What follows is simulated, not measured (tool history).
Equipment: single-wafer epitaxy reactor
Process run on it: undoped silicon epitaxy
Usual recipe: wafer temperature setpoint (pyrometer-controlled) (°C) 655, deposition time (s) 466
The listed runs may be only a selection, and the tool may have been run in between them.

run     day  wafer temperature setpoint (pyrometer-controlled) (°C)  deposition time (s)  wafers since the last listed run  hours since the last pyrometer calibration  hours since the gauge calibration  read-back reference wafer on the same gauge, thickness_nm  mean film thickness on the monitor wafer (nm)
  1   0.000                                                     655                  466                                 0                                      1705.1                             1113.3                                                     67.683                                         85.789
  2   1.608                                                     655                  466                               162                                      1743.7                             1151.9                                                     67.723                                         86.147
  3   2.621                                                     655                  466                               101                                      1768.0                             1176.2                                                     67.784                                         86.091
      2.971  -- gauge calibrated
  4   4.275                                                     645                  466                               166                                      1807.7                               31.3                                                     67.713                                         68.358
  5   6.846                                                     645                  466                               258                                      1869.4                               93.0                                                     67.684                                         67.898
  6   9.396                                                     645                  466                               256                                      1930.6                              154.2                                                     67.697                                         68.256
  7  12.192                                                     655                  466                               281                                      1997.7                              221.3                                                     67.635                                         86.937
  8  14.567                                                     658                  466                               239                                      2054.7                              278.3                                                     67.728                                         94.016
  9  16.479                                                     658                  466                               192                                      2100.6                              324.2                                                     67.655                                         93.351
 10  19.133                                                     666                  466                               267                                      2164.3                              387.9                                                     67.767                                        112.975
 11  20.571                                                     655                  466                               144                                      2198.8                              422.4                                                     67.726                                         87.027
 12  21.975                                                     655                  466                               141                                      2232.5                              456.1                                                     67.684                                         87.223
 13  24.112                                                     655                  466                               215                                      2283.8                              507.4                                                     67.697                                         87.580
 14  26.321                                                     655                  466                               222                                      2336.8                              560.4                                                     67.706                                         88.262
 15  28.571                                                     658                  518                               226                                      2390.8                              614.4                                                     67.660                                        104.321
 16  33.104                                                     655                  466                               456                                      2499.6                              723.2                                                     67.712                                         89.405
 17  35.538                                                     655                  466                               245                                      2558.0                              781.6                                                     67.719                                         89.773
 18  38.129                                                     655                  466                               261                                      2620.2                              843.8                                                     67.731                                         89.165
     38.979  -- pyrometer calibrated
 19  39.596                                                     655                  466                               114                                        14.8                              879.0                                                     67.746                                         83.349
 20  46.583                                                     655                  466                               703                                       182.5                             1046.7                                                     67.673                                         83.066
     48.904  -- gauge calibrated
 21  49.108                                                     648                  466                               254                                       243.1                                4.9                                                     67.714                                         71.314
 22  51.142                                                     641                  503                               204                                       291.9                               53.7                                                     67.711                                         64.330
 23  53.104                                                     655                  466                               197                                       339.0                              100.8                                                     67.779                                         83.726
 24  55.721                                                     655                  466                               263                                       401.8                              163.6                                                     67.671                                         84.218
 25  56.879                                                     660                  400                               116                                       429.6                              191.4                                                     67.733                                         81.068
 26  57.929                                                     644                  538                               105                                       454.8                              216.6                                                     67.735                                         73.841
 27  60.262                                                     662                  500                               235                                       510.8                              272.6                                                     67.732                                        105.447
 28  63.204                                                     662                  510                               296                                       581.4                              343.2                                                     67.697                                        108.166
 29  64.825                                                     665                  530                               163                                       620.3                              382.1                                                     67.632                                        120.734
 30  66.558                                                     663                  392                               174                                       661.9                              423.7                                                     67.652                                         86.390
 31  69.221                                                     648                  503                               268                                       725.8                              487.6                                                     67.684                                         77.235
 32  71.496                                                     668                  466                               229                                       780.4                              542.2                                                     67.642                                        114.360
 33  73.725                                                     655                  466                               224                                       833.9                              595.7                                                     67.689                                         84.416
 34  75.246                                                     655                  403                               153                                       870.4                              632.2                                                     67.696                                         73.629
 35  77.362                                                     645                  466                               213                                       921.2                              683.0                                                     67.723                                         67.021
 36  78.862                                                     649                  400                               151                                       957.2                              719.0                                                     67.707                                         63.073
 37  80.458                                                     642                  503                               160                                       995.5                              757.3                                                     67.661                                         66.672
 38  82.633                                                     648                  466                               219                                      1047.7                              809.5                                                     67.704                                         71.763
 39  83.854                                                     662                  378                               122                                      1077.0                              838.8                                                     67.719                                         80.618

Branching from run 39: 4 alternative next runs. What would each branch give?
  A  83.875                                                     655                  466                                 2                                      1077.5                              839.3                                                          ?                                              ?
  B  83.875                                                     669                  466                                 2                                      1077.5                              839.3                                                          ?                                              ?
  C  83.875                                                     663                  557                                 2                                      1077.5                              839.3                                                          ?                                              ?
  D  83.875                                                     665                  398                                 2                                      1077.5                              839.3                                                          ?                                              ?

run  read-back reference wafer on the same gauge, thickness_nm  mean film thickness on the monitor wafer (nm)
  A                                                     67.755                                         84.927
  B                                                     67.755                                        117.480
  C                                                     67.755                                        122.350
  D                                                     67.755                                         91.552
With the hidden condition removed and each run's random variation left untouched, the same runs would have given:
run  mean film thickness on the monitor wafer (nm)
  A                                         83.598
  B                                        115.700
  C                                        120.471
  D                                         90.152
